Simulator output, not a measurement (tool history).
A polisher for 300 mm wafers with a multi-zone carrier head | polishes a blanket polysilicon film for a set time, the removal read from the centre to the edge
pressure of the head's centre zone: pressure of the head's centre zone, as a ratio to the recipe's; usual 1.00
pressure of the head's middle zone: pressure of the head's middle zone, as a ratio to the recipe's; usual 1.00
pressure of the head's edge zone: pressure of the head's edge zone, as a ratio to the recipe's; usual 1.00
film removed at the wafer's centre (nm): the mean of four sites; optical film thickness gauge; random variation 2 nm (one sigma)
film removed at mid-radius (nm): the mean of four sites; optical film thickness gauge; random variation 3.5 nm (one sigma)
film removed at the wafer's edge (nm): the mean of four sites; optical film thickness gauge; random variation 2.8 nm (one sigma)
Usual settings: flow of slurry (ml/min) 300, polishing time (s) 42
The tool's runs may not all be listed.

run,hour,flow of slurry (ml/min),pressure of the head's centre zone,pressure of the head's middle zone,pressure of the head's edge zone,polishing time (s),wafers since the last listed run,wafers polished on this pad,hours since the slurry nozzle was cleaned,hours since the centre zone pressure was calibrated,hours since the edge zone pressure was calibrated,hours since the carrier head's membrane was replaced,"incoming thickness of the incoming film, nm",film removed at the wafer's centre (nm),film removed at mid-radius (nm),film removed at the wafer's edge (nm)
1,0.0,300,0.94,1.00,1.00,42,0,2774,529.7,50.3,1221.2,39.9,1002.2,265.4,279.3,293.3
2,40.7,300,0.94,1.00,1.00,42,538,3312,570.4,91.0,1261.9,80.6,988.0,263.9,274.2,289.9
# hour 54.1: slurry nozzle cleaned
3,111.9,300,1.00,1.00,1.02,42,928,4240,57.8,162.2,1333.1,151.8,981.6,280.8,276.9,293.4
# hour 140.4: worn pad replaced by a new one
# hour 172.6: edge zone pressure recalibrated
4,173.1,300,1.06,1.04,1.00,42,729,406,119.0,223.4,0.5,213.0,1004.2,313.0,302.2,307.2
5,209.5,325,1.00,1.12,1.10,42,481,887,155.4,259.8,36.9,249.4,993.1,293.9,315.7,314.1
6,260.5,300,1.00,0.93,1.00,42,674,1561,206.4,310.8,87.9,300.4,985.4,292.6,266.4,294.5
7,323.4,300,1.00,1.00,1.00,42,831,2393,269.3,373.7,150.8,363.3,994.4,291.6,285.3,294.1
8,348.4,345,1.00,1.06,1.00,34,330,2723,294.3,398.7,175.8,388.3,996.2,240.5,242.2,242.7
9,395.3,300,0.96,1.00,1.08,35,620,3343,341.2,445.6,222.7,435.2,987.2,233.4,234.8,254.5
10,458.4,300,1.00,1.00,1.00,42,834,4178,404.3,508.7,285.8,498.3,989.6,297.3,279.9,287.6
# hour 523.0: worn pad replaced by a new one
11,550.2,300,0.94,0.94,0.91,29,1160,360,496.1,600.5,377.6,590.1,995.5,205.9,188.8,201.9
# hour 579.6: centre zone pressure recalibrated
12,593.8,300,1.06,1.10,1.00,42,549,910,539.7,14.2,421.2,633.7,995.1,316.1,314.1,294.7
13,658.9,300,1.00,1.00,1.00,42,860,1770,604.8,79.3,486.3,698.8,974.3,298.0,288.3,291.9
14,687.6,300,0.89,1.06,1.00,42,379,2150,633.5,108.0,515.0,727.5,1000.4,262.4,291.1,293.8

Forecast run 15:
# hour 702.3: slurry nozzle cleaned
15,752.8,300,1.00,1.00,1.00,42,848,2999,50.5,173.2,580.2,792.7,990.3,?,?,?

film removed at the wafer's centre (nm): 294.2
film removed at mid-radius (nm): 283.2
film removed at the wafer's edge (nm): 286.8
Without the tool's hidden state the same run would have given film removed at the wafer's centre (nm) 303.4, film removed at mid-radius (nm) 297.8, film removed at the wafer's edge (nm) 301.5.
